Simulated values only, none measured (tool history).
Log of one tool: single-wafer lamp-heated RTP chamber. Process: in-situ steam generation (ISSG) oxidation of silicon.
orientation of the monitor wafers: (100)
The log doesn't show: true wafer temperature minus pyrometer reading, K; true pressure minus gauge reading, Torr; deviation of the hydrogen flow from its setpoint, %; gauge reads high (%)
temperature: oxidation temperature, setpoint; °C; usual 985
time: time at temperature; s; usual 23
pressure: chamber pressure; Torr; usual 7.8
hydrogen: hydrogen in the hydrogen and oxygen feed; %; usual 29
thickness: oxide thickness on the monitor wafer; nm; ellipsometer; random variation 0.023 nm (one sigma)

run   hour  temperature  time  pressure  hydrogen  wafers since the last listed run  wafers since the last pyrometer calibration  hours since the pressure gauge was zeroed  hours since the hydrogen flow controller was replaced  hours since the gauge calibration  read-back reference wafer on the same gauge, thickness  thickness
  1      0          985    23       7.8        26                                 0                                         2528                                     1455.5                                                 2017.2                              108.1                                                   6.082      5.856
  2   31.1          985    27       7.8        29                               510                                         3039                                     1486.6                                                 2048.3                              139.2                                                    6.07      6.437
  3   43.5          985    23       7.8        25                               203                                         3242                                       1499                                                 2060.7                              151.6                                                   6.087      5.765
  4   73.5          985    23       7.8        25                               492                                         3735                                       1529                                                 2090.7                              181.6                                                   6.089      5.858
  5   90.9          985    23       6.9        29                               285                                         4020                                     1546.4                                                 2108.1                                199                                                   6.077       6.08
  6  133.9          985    23       6.9        29                               705                                         4726                                     1589.4                                                 2151.1                                242                                                   6.065      6.046
  7    157          985    23       6.9        29                               379                                         5105                                     1612.5                                                 2174.2                              265.1                                                   6.079      6.092
  8  174.8          985    23       8.4        31                               292                                         5398                                     1630.3                                                   2192                              282.9                                                   6.075      6.125
  9  198.8          985    23       8.4        31                               393                                         5792                                     1654.3                                                   2216                              306.9                                                   6.077      6.168
 10  217.4          985    23       7.8        29                               305                                         6097                                     1672.9                                                 2234.6                              325.5                                                   6.081      6.074
 11  249.8          985    23       7.8        29                               531                                         6629                                     1705.3                                                   2267                              357.9                                                    6.08      6.054
 12  271.9          985    23       7.8        29                               362                                         6992                                     1727.4                                                 2289.1                                380                                                   6.085      6.159
 13    285          985    23       7.8        29                               215                                         7207                                     1740.5                                                 2302.2                              393.1                                                   6.091      6.176
 14  308.5          966    27       7.8        20                               385                                         7593                                       1764                                                 2325.7                              416.6                                                   6.078      5.578
     379.1  -- gauge calibrated
     384.2  -- pyrometer window cleaned and pyrometer calibrated
     385.8  -- pressure gauge zeroed
 15  396.1         1001    23       7.8        29                              1279                                          168                                       10.3                                                 2413.3                                 17                                                   6.081      6.382
       419  -- hydrogen flow controller replaced
 16  431.9          992    15       8.2        21                               456                                          625                                       46.1                                                   12.9                               52.8                                                   6.085      4.637
 17  454.1          995    17       8.8        32                               364                                          989                                       68.3                                                   35.1                                 75                                                   6.075      5.528
 18  488.2          999    14       7.8        29                               559                                         1549                                      102.4                                                   69.2                              109.1                                                    6.08      5.086
 19  518.5          985    23       7.4        29                               497                                         2046                                      132.7                                                   99.5                              139.4                                                   6.089      6.023
 20  543.6          978    23       6.9        29                               412                                         2458                                      157.8                                                  124.6                              164.5                                                   6.081      5.845
 21  579.3          985    27       7.8        29                               586                                         3044                                      193.5                                                  160.3                              200.2                                                   6.082      6.495
 22  603.6          978    23       6.9        29                               398                                         3443                                      217.8                                                  184.6                              224.5                                                   6.075      5.843
 23  616.2          985    28       6.9        29                               206                                         3650                                      230.4                                                  197.2                              237.1                                                   6.081      6.657
 24  640.4          978    23       6.9        29                               397                                         4047                                      254.6                                                  221.4                              261.3                                                   6.068      5.886
 25  671.1          985    27       8.2        20                               503                                         4551                                      285.3                                                  252.1                                292                                                   6.075      5.984
 26  695.5          978    23       6.9        29                               400                                         4952                                      309.7                                                  276.5                              316.4                                                   6.076      5.924
 27    724          978    23       6.9        29                               467                                         5420                                      338.2                                                    305                              344.9                                                   6.092       5.89
 28  737.2          990    16       8.5        32                               216                                         5637                                      351.4                                                  318.2                              358.1                                                   6.084        5.4
 29  767.6          985    30       9.1        22                               499                                         6136                                      381.8                                                  348.6                              388.5                                                   6.072      6.441
 30    811          978    23       6.9        29                               712                                         6848                                      425.2                                                    392                              431.9                                                   6.078      5.971
 31  824.9          971    23       7.8        29                               228                                         7076                                      439.1                                                  405.9                              445.8                                                   6.073      5.817

Hidden state or all else? Some run-to-run changes of thickness, split into what the settings, what came in and random variation would give without the hidden state, and what is left for the hidden state (with any gauge scatter that isn't in both results):
Run 14 -> 15: temperature 966 -> 1001, time 27 -> 23, hydrogen 20 -> 29, gauge calibrated, pyrometer window cleaned and pyrometer calibrated, pressure gauge zeroed. thickness +0.804 nm: hidden state -0.158, all else +0.962.
Run 15 -> 16: temperature 1001 -> 992, time 23 -> 15, pressure 7.8 -> 8.2, hydrogen 29 -> 21, hydrogen flow controller replaced. thickness -1.745 nm: hidden state +0.001, all else -1.746.
Run 18 -> 19: temperature 999 -> 985, time 14 -> 23, pressure 7.8 -> 7.4. thickness +0.937 nm: hidden state +0.027, all else +0.91.
Run 20 -> 21: temperature 978 -> 985, time 23 -> 27, pressure 6.9 -> 7.8. thickness +0.65 nm: hidden state +0.035, all else +0.615.
Run 28 -> 29: temperature 990 -> 985, time 16 -> 30, pressure 8.5 -> 9.1, hydrogen 32 -> 22. thickness +1.041 nm: hidden state +0.07, all else +0.971.
